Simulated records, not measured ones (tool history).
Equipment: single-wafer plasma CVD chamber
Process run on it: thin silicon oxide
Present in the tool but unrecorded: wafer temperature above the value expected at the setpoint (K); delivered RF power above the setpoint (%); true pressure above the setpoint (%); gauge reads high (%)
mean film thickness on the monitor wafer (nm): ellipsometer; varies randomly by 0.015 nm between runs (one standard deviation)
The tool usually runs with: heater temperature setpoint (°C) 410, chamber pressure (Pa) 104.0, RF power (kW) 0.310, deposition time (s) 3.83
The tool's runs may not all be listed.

run    hour  heater temperature setpoint (°C)  chamber pressure (Pa)  RF power (kW)  deposition time (s)  wafers since the last listed run  hours since the last thermocouple change  hours since the last RF generator calibration  hours since the last manometer calibration  hours since the showerhead was replaced  hours since the gauge calibration  read-back reference wafer on the same gauge, thickness_nm  mean film thickness on the monitor wafer (nm)
  1     0.0                               410                  104.0          0.330                 3.83                                 0                                     402.4                                          866.8                                      1389.1                                   4716.9                             1811.6                                                      8.161                                          7.587
       29.3  -- showerhead replaced
  2    36.7                               405                  104.0          0.310                 3.83                               851                                     439.1                                          903.5                                      1425.8                                      7.4                             1848.3                                                      8.158                                          7.291
  3    74.9                               410                  104.0          0.310                 3.83                              1133                                     477.3                                          941.7                                      1464.0                                     45.6                             1886.5                                                      8.162                                          7.262
      111.9  -- RF generator calibrated
  4   123.0                               410                  104.0          0.310                 3.83                              1189                                     525.4                                           11.1                                      1512.1                                     93.7                             1934.6                                                      8.160                                          7.405
  5   174.8                               410                  104.0          0.310                 3.83                              1537                                     577.2                                           62.9                                      1563.9                                    145.5                             1986.4                                                      8.161                                          7.396
  6   229.5                               410                  104.0          0.310                 3.83                              1623                                     631.9                                          117.6                                      1618.6                                    200.2                             2041.1                                                      8.159                                          7.407
  7   292.1                               410                  104.0          0.310                 3.83                              1857                                     694.5                                          180.2                                      1681.2                                    262.8                             2103.7                                                      8.163                                          7.429
  8   351.7                               410                   98.5          0.310                 3.64                              1768                                     754.1                                          239.8                                      1740.8                                    322.4                             2163.3                                                      8.157                                          6.725
      356.6  -- gauge calibrated
  9   398.6                               410                   98.5          0.310                 3.64                              1391                                     801.0                                          286.7                                      1787.7                                    369.3                               42.0                                                      8.164                                          6.734
 10   430.1                               419                  110.9          0.310                 3.09                               934                                     832.5                                          318.2                                      1819.2                                    400.8                               73.5                                                      8.159                                          6.216
      465.5  -- capacitance manometer re-zeroed and calibrated
 11   466.0                               410                  104.0          0.310                 3.83                               827                                     868.4                                          354.1                                         0.5                                    436.7                              109.4                                                      8.161                                          7.237
 12   527.1                               410                  104.0          0.275                 3.83                              1813                                     929.5                                          415.2                                        61.6                                    497.8                              170.5                                                      8.158                                          6.578
 13   554.1                               410                  104.0          0.310                 3.83                               801                                     956.5                                          442.2                                        88.6                                    524.8                              197.5                                                      8.162                                          7.194
 14   590.2                               404                   82.3          0.265                 3.59                              1071                                     992.6                                          478.3                                       124.7                                    560.9                              233.6                                                      8.161                                          4.900
      711.2  -- thermocouple changed; heater temperature recalibrated
 15   727.2                               410                  104.0          0.310                 3.83                              3827                                      16.0                                          615.3                                       261.7                                    697.9                              370.6                                                      8.161                                          7.214
 16   752.4                               419                  104.0          0.310                 3.83                               747                                      41.2                                          640.5                                       286.9                                    723.1                              395.8                                                      8.163                                          7.182
 17   780.1                               410                  104.0          0.260                 3.83                               821                                      68.9                                          668.2                                       314.6                                    750.8                              423.5                                                      8.161                                          6.258
 18   829.7                               404                   82.3          0.265                 3.59                              1471                                     118.5                                          717.8                                       364.2                                    800.4                              473.1                                                      8.161                                          4.918
 19   878.0                               410                  104.0          0.260                 3.57                              1433                                     166.8                                          766.1                                       412.5                                    848.7                              521.4                                                      8.159                                          5.833
 20   912.1                               424                  104.0          0.310                 3.34                              1011                                     200.9                                          800.2                                       446.6                                    882.8                              555.5                                                      8.159                                          6.212
 21   958.4                               410                  104.0          0.310                 3.83                              1373                                     247.2                                          846.5                                       492.9                                    929.1                              601.8                                                      8.161                                          7.217
 22   996.7                               410                  104.0          0.310                 3.83                              1136                                     285.5                                          884.8                                       531.2                                    967.4                              640.1                                                      8.157                                          7.220
 23  1049.6                               410                  104.0          0.310                 3.83                              1569                                     338.4                                          937.7                                       584.1                                   1020.3                              693.0                                                      8.159                                          7.229
 24  1076.8                               400                   78.5          0.270                 4.26                               807                                     365.6                                          964.9                                       611.3                                   1047.5                              720.2                                                      8.161                                          5.711
     1102.4  -- RF generator calibrated
 25  1147.2                               410                  125.1          0.310                 3.29                              1851                                     436.0                                           44.8                                       681.7                                   1117.9                              790.6                                                      8.161                                          7.228
 26  1184.8                               410                  104.0          0.310                 3.56                              1115                                     473.6                                           82.4                                       719.3                                   1155.5                              828.2                                                      8.163                                          6.830
 27  1234.0                               410                  104.0          0.310                 3.83                              1459                                     522.8                                          131.6                                       768.5                                   1204.7                              877.4                                                      8.163                                          7.346
 28  1297.6                               395                   82.7          0.310                 3.83                              1887                                     586.4                                          195.2                                       832.1                                   1268.3                              941.0                                                      8.161                                          6.111

5 options for the next run, each taken on its own from the tool as it stands now. Forecast them:
  A  1298.0                               410                  104.0          0.310                 3.83                                11                                     586.8                                          195.6                                       832.5                                   1268.7                              941.4                                                          ?                                              ?
  B  1298.0                               419                   92.5          0.350                 3.18                                11                                     586.8                                          195.6                                       832.5                                   1268.7                              941.4                                                          ?                                              ?
  C  1298.0                               397                  104.0          0.310                 3.83                                11                                     586.8                                          195.6                                       832.5                                   1268.7                              941.4                                                          ?                                              ?
  D  1298.0                               410                   88.3          0.310                 3.83                                11                                     586.8                                          195.6                                       832.5                                   1268.7                              941.4                                                          ?                                              ?
  E  1298.0                               410                  104.0          0.310                 3.21                                11                                     586.8                                          195.6                                       832.5                                   1268.7                              941.4                                                          ?                                              ?

run  read-back reference wafer on the same gauge, thickness_nm  mean film thickness on the monitor wafer (nm)
  A                                                      8.158                                          7.332
  B                                                      8.158                                          5.928
  C                                                      8.158                                          7.403
  D                                                      8.158                                          6.393
  E                                                      8.158                                          6.146
The same runs, with their run-to-run variation unchanged, on a tool lacking any hidden condition would have given:
run  mean film thickness on the monitor wafer (nm)
  A                                          7.229
  B                                          5.834
  C                                          7.299
  D                                          6.293
  E                                          6.060
